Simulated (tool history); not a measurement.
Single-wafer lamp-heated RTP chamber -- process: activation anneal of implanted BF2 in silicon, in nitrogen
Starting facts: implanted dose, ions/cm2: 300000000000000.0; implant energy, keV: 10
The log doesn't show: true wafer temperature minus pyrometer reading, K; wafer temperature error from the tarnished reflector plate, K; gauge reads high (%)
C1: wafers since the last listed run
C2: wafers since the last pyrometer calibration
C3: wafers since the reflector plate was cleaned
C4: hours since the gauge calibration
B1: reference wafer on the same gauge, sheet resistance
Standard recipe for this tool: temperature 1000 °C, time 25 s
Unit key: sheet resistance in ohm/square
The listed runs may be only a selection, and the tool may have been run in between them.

{"run": 1, "hour": 0.0, "temperature": 1000, "time": 21, "C1": 0, "C2": 1276, "C3": 4906, "C4": 146.3, "B1": 375.17, "sheet resistance": 404.21}
{"run": 2, "hour": 13.9, "temperature": 1000, "time": 21, "C1": 205, "C2": 1482, "C3": 5111, "C4": 160.2, "B1": 375.08, "sheet resistance": 404.14}
{"run": 3, "hour": 21.6, "temperature": 1000, "time": 25, "C1": 113, "C2": 1595, "C3": 5225, "C4": 167.9, "B1": 374.95, "sheet resistance": 398.51}
{"run": 4, "hour": 39.3, "temperature": 1000, "time": 25, "C1": 261, "C2": 1857, "C3": 5486, "C4": 185.6, "B1": 374.54, "sheet resistance": 398.34}
{"run": 5, "hour": 84.6, "temperature": 1000, "time": 25, "C1": 668, "C2": 2525, "C3": 6155, "C4": 230.9, "B1": 374.82, "sheet resistance": 397.1}
{"run": 6, "hour": 118.4, "temperature": 1000, "time": 25, "C1": 498, "C2": 3024, "C3": 6654, "C4": 264.7, "B1": 375.2, "sheet resistance": 398.54}
{"run": 7, "hour": 131.2, "temperature": 1000, "time": 25, "C1": 188, "C2": 3213, "C3": 6843, "C4": 277.5, "B1": 375.31, "sheet resistance": 395.44}
{"run": 8, "hour": 142.6, "temperature": 1000, "time": 25, "C1": 168, "C2": 3381, "C3": 7011, "C4": 288.9, "B1": 374.83, "sheet resistance": 396.22}
{"run": 9, "hour": 158.3, "temperature": 1000, "time": 25, "C1": 231, "C2": 3613, "C3": 7243, "C4": 304.6, "B1": 374.59, "sheet resistance": 396.22}
{"run": 10, "hour": 171.1, "temperature": 1000, "time": 25, "C1": 188, "C2": 3802, "C3": 7431, "C4": 317.4, "B1": 375.12, "sheet resistance": 398.11}
{"run": 11, "hour": 179.8, "temperature": 1000, "time": 25, "C1": 128, "C2": 3930, "C3": 7560, "C4": 326.1, "B1": 374.53, "sheet resistance": 396.33}
{"run": 12, "hour": 189.9, "temperature": 1000, "time": 25, "C1": 149, "C2": 4079, "C3": 7709, "C4": 336.2, "B1": 374.54, "sheet resistance": 394.96}
{"run": 13, "hour": 200.0, "temperature": 1000, "time": 25, "C1": 149, "C2": 4228, "C3": 7858, "C4": 346.3, "B1": 375.57, "sheet resistance": 395.61}
{"run": 14, "hour": 207.8, "temperature": 1000, "time": 25, "C1": 115, "C2": 4343, "C3": 7973, "C4": 354.1, "B1": 375.09, "sheet resistance": 396.23}
{"run": 15, "hour": 221.7, "temperature": 1000, "time": 25, "C1": 205, "C2": 4549, "C3": 8178, "C4": 368.0, "B1": 374.74, "sheet resistance": 397.09}
{"run": 16, "hour": 229.8, "temperature": 991, "time": 25, "C1": 119, "C2": 4668, "C3": 8298, "C4": 376.1, "B1": 375.19, "sheet resistance": 400.74}
{"hour": 239.3, "done": "pyrometer window cleaned and pyrometer calibrated"}
{"run": 17, "hour": 243.1, "temperature": 1000, "time": 39, "C1": 78, "C2": 55, "C3": 8376, "C4": 389.4, "B1": 374.71, "sheet resistance": 395.07}
{"run": 18, "hour": 267.1, "temperature": 1000, "time": 25, "C1": 354, "C2": 409, "C3": 8730, "C4": 413.4, "B1": 374.87, "sheet resistance": 401.83}
{"run": 19, "hour": 277.7, "temperature": 983, "time": 11, "C1": 156, "C2": 566, "C3": 8887, "C4": 424.0, "B1": 375.15, "sheet resistance": 430.44}
{"run": 20, "hour": 291.4, "temperature": 973, "time": 19, "C1": 202, "C2": 768, "C3": 9089, "C4": 437.7, "B1": 375.13, "sheet resistance": 431.38}
{"run": 21, "hour": 298.8, "temperature": 1000, "time": 20, "C1": 109, "C2": 877, "C3": 9198, "C4": 445.1, "B1": 375.38, "sheet resistance": 403.7}
{"run": 22, "hour": 312.6, "temperature": 991, "time": 32, "C1": 203, "C2": 1081, "C3": 9402, "C4": 458.9, "B1": 374.88, "sheet resistance": 401.0}
{"hour": 334.3, "done": "reflector plate cleaned"}
{"run": 23, "hour": 334.8, "temperature": 1000, "time": 25, "C1": 209, "C2": 1290, "C3": 7, "C4": 481.1, "B1": 374.95, "sheet resistance": 404.51}
{"run": 24, "hour": 337.4, "temperature": 1010, "time": 13, "C1": 38, "C2": 1329, "C3": 45, "C4": 483.7, "B1": 374.51, "sheet resistance": 411.1}
{"hour": 342.2, "done": "gauge calibrated"}
{"run": 25, "hour": 388.2, "temperature": 1024, "time": 20, "C1": 749, "C2": 2078, "C3": 795, "C4": 46.0, "B1": 375.18, "sheet resistance": 391.97}
{"run": 26, "hour": 401.0, "temperature": 1010, "time": 25, "C1": 188, "C2": 2267, "C3": 984, "C4": 58.8, "B1": 374.88, "sheet resistance": 396.17}
{"run": 27, "hour": 416.6, "temperature": 1025, "time": 21, "C1": 230, "C2": 2498, "C3": 1214, "C4": 74.4, "B1": 374.69, "sheet resistance": 393.08}
{"run": 28, "hour": 433.9, "temperature": 972, "time": 25, "C1": 255, "C2": 2753, "C3": 1470, "C4": 91.7, "B1": 375.09, "sheet resistance": 424.5}
{"run": 29, "hour": 451.2, "temperature": 1000, "time": 25, "C1": 255, "C2": 3008, "C3": 1725, "C4": 109.0, "B1": 375.08, "sheet resistance": 399.99}
{"run": 30, "hour": 467.7, "temperature": 1000, "time": 25, "C1": 243, "C2": 3252, "C3": 1968, "C4": 125.5, "B1": 375.02, "sheet resistance": 400.24}
{"run": 31, "hour": 481.2, "temperature": 991, "time": 31, "C1": 199, "C2": 3451, "C3": 2168, "C4": 139.0, "B1": 374.9, "sheet resistance": 400.86}
{"run": 32, "hour": 489.2, "temperature": 1000, "time": 25, "C1": 118, "C2": 3569, "C3": 2286, "C4": 147.0, "B1": 374.73, "sheet resistance": 400.91}
{"run": 33, "hour": 505.7, "temperature": 1020, "time": 31, "C1": 243, "C2": 3813, "C3": 2529, "C4": 163.5, "B1": 375.09, "sheet resistance": 386.56}
{"run": 34, "hour": 537.8, "temperature": 979, "time": 25, "C1": 473, "C2": 4286, "C3": 3003, "C4": 195.6, "B1": 375.19, "sheet resistance": 415.39}
{"run": 35, "hour": 545.4, "temperature": 1000, "time": 25, "C1": 112, "C2": 4399, "C3": 3115, "C4": 203.2, "B1": 374.93, "sheet resistance": 396.85}
{"run": 36, "hour": 558.4, "temperature": 1000, "time": 19, "C1": 191, "C2": 4590, "C3": 3307, "C4": 216.2, "B1": 374.84, "sheet resistance": 404.79}
{"run": 37, "hour": 573.2, "temperature": 1025, "time": 20, "C1": 218, "C2": 4809, "C3": 3526, "C4": 231.0, "B1": 375.19, "sheet resistance": 388.66}
{"run": 38, "hour": 590.1, "temperature": 974, "time": 20, "C1": 249, "C2": 5058, "C3": 3775, "C4": 247.9, "B1": 374.81, "sheet resistance": 421.85}

What was the tool's hidden state at every run in the log?
gauge reads high (%): 0 on each run
H1: true wafer temperature minus pyrometer reading, K
H2: wafer temperature error from the tarnished reflector plate, K
run=1 H1=8.46 H2=6.83
run=2 H1=9.14 H2=6.94
run=3 H1=9.48 H2=7
run=4 H1=10.2 H2=7.13
run=5 H1=11.5 H2=7.42
run=6 H1=12.3 H2=7.61
run=7 H1=12.5 H2=7.67
run=8 H1=12.6 H2=7.72
run=9 H1=12.8 H2=7.79
run=10 H1=13 H2=7.84
run=11 H1=13.1 H2=7.88
run=12 H1=13.2 H2=7.91
run=13 H1=13.3 H2=7.95
run=14 H1=13.3 H2=7.98
run=15 H1=13.4 H2=8.02
run=16 H1=13.5 H2=8.05
run=17 H1=0.735 H2=8.09
run=18 H1=3.12 H2=8.16
run=19 H1=4.02 H2=8.18
run=20 H1=5.07 H2=8.22
run=21 H1=5.58 H2=8.23
run=22 H1=6.45 H2=8.26
run=23 H1=7.63 H2=0.887
run=24 H1=7.75 H2=0.981
run=25 H1=9.67 H2=2.62
run=26 H1=10 H2=2.98
run=27 H1=10.4 H2=3.39
run=28 H1=10.8 H2=3.81
run=29 H1=11.1 H2=4.21
run=30 H1=11.4 H2=4.56
run=31 H1=11.5 H2=4.83
run=32 H1=11.6 H2=4.98
run=33 H1=11.8 H2=5.27
run=34 H1=12.1 H2=5.79
run=35 H1=12.2 H2=5.91
run=36 H1=12.2 H2=6.09
run=37 H1=12.3 H2=6.29
run=38 H1=12.4 H2=6.5
